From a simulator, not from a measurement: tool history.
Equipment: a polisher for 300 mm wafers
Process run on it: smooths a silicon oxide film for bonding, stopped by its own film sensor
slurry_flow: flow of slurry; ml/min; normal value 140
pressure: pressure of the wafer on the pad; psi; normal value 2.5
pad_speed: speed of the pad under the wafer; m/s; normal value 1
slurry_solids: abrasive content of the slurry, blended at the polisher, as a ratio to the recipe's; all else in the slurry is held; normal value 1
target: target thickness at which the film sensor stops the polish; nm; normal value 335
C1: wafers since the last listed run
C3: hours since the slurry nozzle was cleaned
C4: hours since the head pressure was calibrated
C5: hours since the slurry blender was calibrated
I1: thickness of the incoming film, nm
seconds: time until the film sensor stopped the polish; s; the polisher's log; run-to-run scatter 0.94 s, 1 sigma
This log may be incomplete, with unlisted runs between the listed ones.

run 1 hour=0 | slurry_flow=140 pressure=2.5 pad_speed=0.78 slurry_solids=1 target=335 | C1=0 wafers_polished_on_this_pad=432 C3=320 C4=281.8 C5=305.6 | I1=407.2 | seconds=98.2
-- hour=12.7 slurry nozzle cleaned
run 2 hour=31.2 | slurry_flow=140 pressure=2.5 pad_speed=0.78 slurry_solids=1 target=328 | C1=203 wafers_polished_on_this_pad=636 C3=18.5 C4=313 C5=336.8 | I1=410.9 | seconds=115.6
-- hour=44.7 slurry blender recalibrated
run 3 hour=71.9 | slurry_flow=140 pressure=2.5 pad_speed=0.78 slurry_solids=1 target=328 | C1=260 wafers_polished_on_this_pad=896 C3=59.2 C4=353.7 C5=27.2 | I1=407.7 | seconds=96
run 4 hour=120.1 | slurry_flow=140 pressure=2.5 pad_speed=0.78 slurry_solids=1 target=328 | C1=324 wafers_polished_on_this_pad=1221 C3=107.4 C4=401.9 C5=75.4 | I1=407.4 | seconds=96.1
run 5 hour=189.9 | slurry_flow=140 pressure=2.5 pad_speed=1 slurry_solids=1 target=335 | C1=469 wafers_polished_on_this_pad=1691 C3=177.2 C4=471.7 C5=145.2 | I1=409.9 | seconds=80.5
-- hour=244.4 worn pad replaced by a new one
run 6 hour=256.5 | slurry_flow=140 pressure=2.5 pad_speed=1 slurry_solids=1 target=352 | C1=421 wafers_polished_on_this_pad=81 C3=243.8 C4=538.3 C5=211.8 | I1=412.4 | seconds=67
run 7 hour=312.5 | slurry_flow=140 pressure=2.5 pad_speed=1 slurry_solids=1 target=352 | C1=377 wafers_polished_on_this_pad=458 C3=299.8 C4=594.3 C5=267.8 | I1=405.3 | seconds=61
run 8 hour=344.6 | slurry_flow=140 pressure=2.5 pad_speed=1 slurry_solids=1 target=335 | C1=216 wafers_polished_on_this_pad=674 C3=331.9 C4=626.4 C5=299.9 | I1=404.8 | seconds=82.2
-- hour=348.5 slurry nozzle cleaned
run 9 hour=391.4 | slurry_flow=140 pressure=2.5 pad_speed=1 slurry_solids=1 target=335 | C1=308 wafers_polished_on_this_pad=983 C3=42.9 C4=673.2 C5=346.7 | I1=405.4 | seconds=86.4
run 10 hour=422.4 | slurry_flow=140 pressure=2.5 pad_speed=1 slurry_solids=1 target=335 | C1=208 wafers_polished_on_this_pad=1191 C3=73.9 C4=704.2 C5=377.7 | I1=416.8 | seconds=105.4
-- hour=442.1 slurry blender recalibrated
run 11 hour=465.9 | slurry_flow=140 pressure=2.5 pad_speed=1 slurry_solids=1 target=335 | C1=279 wafers_polished_on_this_pad=1471 C3=117.4 C4=747.7 C5=23.8 | I1=410.1 | seconds=80.3
run 12 hour=512.9 | slurry_flow=140 pressure=2.5 pad_speed=1 slurry_solids=1 target=335 | C1=316 wafers_polished_on_this_pad=1787 C3=164.4 C4=794.7 C5=70.8 | I1=409.4 | seconds=79
run 13 hour=549.2 | slurry_flow=140 pressure=2.5 pad_speed=1 slurry_solids=1 target=335 | C1=244 wafers_polished_on_this_pad=2031 C3=200.7 C4=831 C5=107.1 | I1=404.1 | seconds=75.8
-- hour=586 worn pad replaced by a new one
run 14 hour=595.1 | slurry_flow=140 pressure=2.5 pad_speed=1 slurry_solids=1 target=318 | C1=282 wafers_polished_on_this_pad=61 C3=246.6 C4=876.9 C5=153 | I1=416.9 | seconds=108.5
run 15 hour=623.2 | slurry_flow=165 pressure=2.5 pad_speed=1 slurry_solids=1 target=335 | C1=189 wafers_polished_on_this_pad=250 C3=274.7 C4=905 C5=181.1 | I1=408.1 | seconds=79.3
run 16 hour=674.4 | slurry_flow=175 pressure=3.1 pad_speed=0.82 slurry_solids=1 target=335 | C1=344 wafers_polished_on_this_pad=595 C3=325.9 C4=956.2 C5=232.3 | I1=406.3 | seconds=73.3
-- hour=717.4 head pressure recalibrated
-- hour=720.3 slurry nozzle cleaned
run 17 hour=738 | slurry_flow=120 pressure=3.4 pad_speed=1 slurry_solids=0.9 target=335 | C1=407 wafers_polished_on_this_pad=1003 C3=17.7 C4=20.6 C5=295.9 | I1=414.4 | seconds=81.1
run 18 hour=775.7 | slurry_flow=140 pressure=1.8 pad_speed=1 slurry_solids=1.3 target=322 | C1=253 wafers_polished_on_this_pad=1256 C3=55.4 C4=58.3 C5=333.6 | I1=409.4 | seconds=116.1
-- hour=835.3 slurry blender recalibrated
run 19 hour=842.4 | slurry_flow=140 pressure=2.5 pad_speed=0.84 slurry_solids=0.7 target=335 | C1=435 wafers_polished_on_this_pad=1692 C3=122.1 C4=125 C5=7.1 | I1=410.7 | seconds=107.3
run 20 hour=867.6 | slurry_flow=160 pressure=3.3 pad_speed=1 slurry_solids=1 target=335 | C1=169 wafers_polished_on_this_pad=1862 C3=147.3 C4=150.2 C5=32.3 | I1=413.8 | seconds=65.5
-- hour=904.5 worn pad replaced by a new one
run 21 hour=906.1 | slurry_flow=140 pressure=2.5 pad_speed=1 slurry_solids=1 target=335 | C1=232 wafers_polished_on_this_pad=10 C3=185.8 C4=188.7 C5=70.8 | I1=412.2 | seconds=81.4
run 22 hour=964.4 | slurry_flow=140 pressure=3.3 pad_speed=1 slurry_solids=1.25 target=335 | C1=392 wafers_polished_on_this_pad=403 C3=244.1 C4=247 C5=129.1 | I1=402.9 | seconds=53.6
run 23 hour=1034 | slurry_flow=120 pressure=2.9 pad_speed=1 slurry_solids=1 target=335 | C1=468 wafers_polished_on_this_pad=872 C3=313.7 C4=316.6 C5=198.7 | I1=403.4 | seconds=70.7

Run 24 has not been measured yet. What should we expect?
-- hour=1060.1 slurry nozzle cleaned
run 24 hour=1067.7 | slurry_flow=140 pressure=2.5 pad_speed=1 slurry_solids=1 target=335 | C1=220 wafers_polished_on_this_pad=1092 C3=7.6 C4=350.3 C5=232.4 | I1=409.9 | seconds=?

Run 24 yielded seconds 83.7 s.
With no hidden state in the tool, this same run would have given seconds 79.1 s.

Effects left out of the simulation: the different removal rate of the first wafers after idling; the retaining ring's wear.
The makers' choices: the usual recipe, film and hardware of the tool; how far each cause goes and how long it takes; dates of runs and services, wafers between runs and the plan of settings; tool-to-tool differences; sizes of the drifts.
